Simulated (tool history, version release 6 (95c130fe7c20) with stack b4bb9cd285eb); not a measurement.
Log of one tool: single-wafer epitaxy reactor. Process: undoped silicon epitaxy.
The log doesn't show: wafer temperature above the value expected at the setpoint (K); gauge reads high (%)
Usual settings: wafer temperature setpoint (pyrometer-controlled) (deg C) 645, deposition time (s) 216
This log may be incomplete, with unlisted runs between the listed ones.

run    hour  wafer temperature setpoint (pyrometer-controlled) (deg C)  deposition time (s)  wafers since the last listed run  hours since the last pyrometer calibration  hours since the gauge calibration  read-back reference wafer on the same gauge, thickness_nm  mean film thickness on the monitor wafer (nm)
  1       0                                                        645                  191                                 0                                      2335.2                               32.1                                                     28.053                                         31.756
  2    36.7                                                        645                  191                               317                                      2371.9                               68.8                                                     27.998                                         31.531
  3   197.3                                                        645                  216                              1388                                      2532.5                              229.4                                                     28.017                                         35.864
  4   241.6                                                        645                  216                               383                                      2576.8                              273.7                                                     27.914                                         35.912
  5   381.7                                                        645                  216                              1211                                      2716.9                              413.8                                                     28.005                                         35.973
  6   420.2                                                        645                  216                               332                                      2755.4                              452.3                                                      28.01                                         35.855
  7   499.3                                                        645                  216                               684                                      2834.5                              531.4                                                     27.993                                         36.044
  8   587.6                                                        645                  216                               763                                      2922.8                              619.7                                                     27.973                                         35.789
  9   677.5                                                        645                  216                               777                                      3012.7                              709.6                                                     28.027                                         36.093
 10   781.2                                                        652                  248                               896                                      3116.4                              813.3                                                     27.993                                         48.138
      798.5  -- pyrometer calibrated
        808  -- gauge calibrated
 11   879.9                                                        659                  236                               784                                        81.4                               71.9                                                     28.009                                          49.67
 12   941.4                                                        636                  204                               531                                       142.9                              133.4                                                     28.019                                         25.835
 13  1048.5                                                        638                  216                               926                                         250                              240.5                                                     27.905                                         28.895
 14  1137.5                                                        637                  216                               769                                         339                              329.5                                                         28                                         28.504
 15  1218.4                                                        645                  216                               699                                       419.9                              410.4                                                     27.961                                         34.161
 16  1426.3                                                        641                  190                              1797                                       627.8                              618.3                                                     27.951                                         27.997
 17  1521.1                                                        653                  201                               819                                       722.6                              713.1                                                     27.979                                         38.289
 18  1583.7                                                        645                  189                               541                                       785.2                              775.7                                                     27.952                                         30.672
     1607.1  -- gauge calibrated
 19  1689.4                                                        645                  216                               914                                       890.9                               82.3                                                     28.034                                         34.861

How the hidden state differs across the entries between the runs, from the last listed run before each to the first after it:
In the gap between runs 10 and 11: pyrometer calibrated (hour 798.5); gauge calibrated (hour 808)
  wafer temperature above the value expected at the setpoint (K): 3.23 -> 0.0524
  the result without the hidden state subtracted from the measured one, mean film thickness on the monitor wafer (nm): +3.27 -> +0.056
In the gap between runs 18 and 19: gauge calibrated (hour 1607.1)
  wafer temperature above the value expected at the setpoint (K): 1.65 -> 1.8
  the result without the hidden state subtracted from the measured one, mean film thickness on the monitor wafer (nm): +1.1 -> +1.364

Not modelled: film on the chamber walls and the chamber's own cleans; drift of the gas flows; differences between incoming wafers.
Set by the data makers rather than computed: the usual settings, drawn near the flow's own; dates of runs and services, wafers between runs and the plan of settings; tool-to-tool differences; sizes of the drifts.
